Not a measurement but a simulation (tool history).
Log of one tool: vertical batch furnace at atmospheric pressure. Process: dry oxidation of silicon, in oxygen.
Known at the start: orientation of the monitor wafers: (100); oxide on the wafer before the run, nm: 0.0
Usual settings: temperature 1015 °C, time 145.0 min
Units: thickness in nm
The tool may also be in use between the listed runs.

run	hour	temperature	time	wafers since the last listed run	hours since the last temperature calibration	hours since the boat lift was adjusted	hours since the gauge calibration	read-back reference wafer on the same gauge, thickness	thickness
1	0.0	1035	111.5	0	3920.9	4674.5	113.6	118.00	99.25
2	44.6	1015	145.0	415	3965.5	4719.1	158.2	118.07	98.64
3	113.9	1015	145.0	645	4034.8	4788.4	227.5	118.02	98.75
4	181.7	1034	145.0	631	4102.6	4856.2	295.3	118.03	116.65
5	214.6	1034	145.0	306	4135.5	4889.1	328.2	118.04	116.59
6	272.0	1015	145.0	534	4192.9	4946.5	385.6	118.06	98.85
7	333.6	1015	197.0	573	4254.5	5008.1	447.2	118.06	121.47
# hour 381.5: gauge calibrated
8	405.6	1015	197.0	670	4326.5	5080.1	24.1	117.99	121.51
9	435.5	993	109.5	278	4356.4	5110.0	54.0	118.02	65.93
10	489.8	1027	194.0	505	4410.7	5164.3	108.3	118.02	133.15
# hour 559.3: thermocouples replaced and temperature profile calibrated
# hour 582.7: boat lift adjusted
11	703.9	1037	189.5	1552	144.6	121.2	322.4	117.97	147.68
12	757.3	1027	122.5	497	198.0	174.6	375.8	117.95	101.60
13	800.0	997	145.0	397	240.7	217.3	418.5	117.98	86.45
14	851.5	1027	194.0	479	292.2	268.8	470.0	118.01	137.71
# hour 894.1: gauge calibrated
15	895.3	1015	145.0	407	336.0	312.6	1.2	118.07	101.91
16	966.8	1031	215.0	665	407.5	384.1	72.7	118.05	152.21

Forecast each of these 3 alternatives for the next run:
A	973.1	1015	145.0	58	413.8	390.4	79.0	?	?
B	973.1	1001	99.5	58	413.8	390.4	79.0	?	?
C	973.1	1033	113.5	58	413.8	390.4	79.0	?	?

run	read-back reference wafer on the same gauge, thickness	thickness
A	118.02	102.00
B	118.02	69.16
C	118.02	101.30
Without the tool's hidden state the same runs would have given:
run	thickness
A	102.44
B	69.48
C	101.71
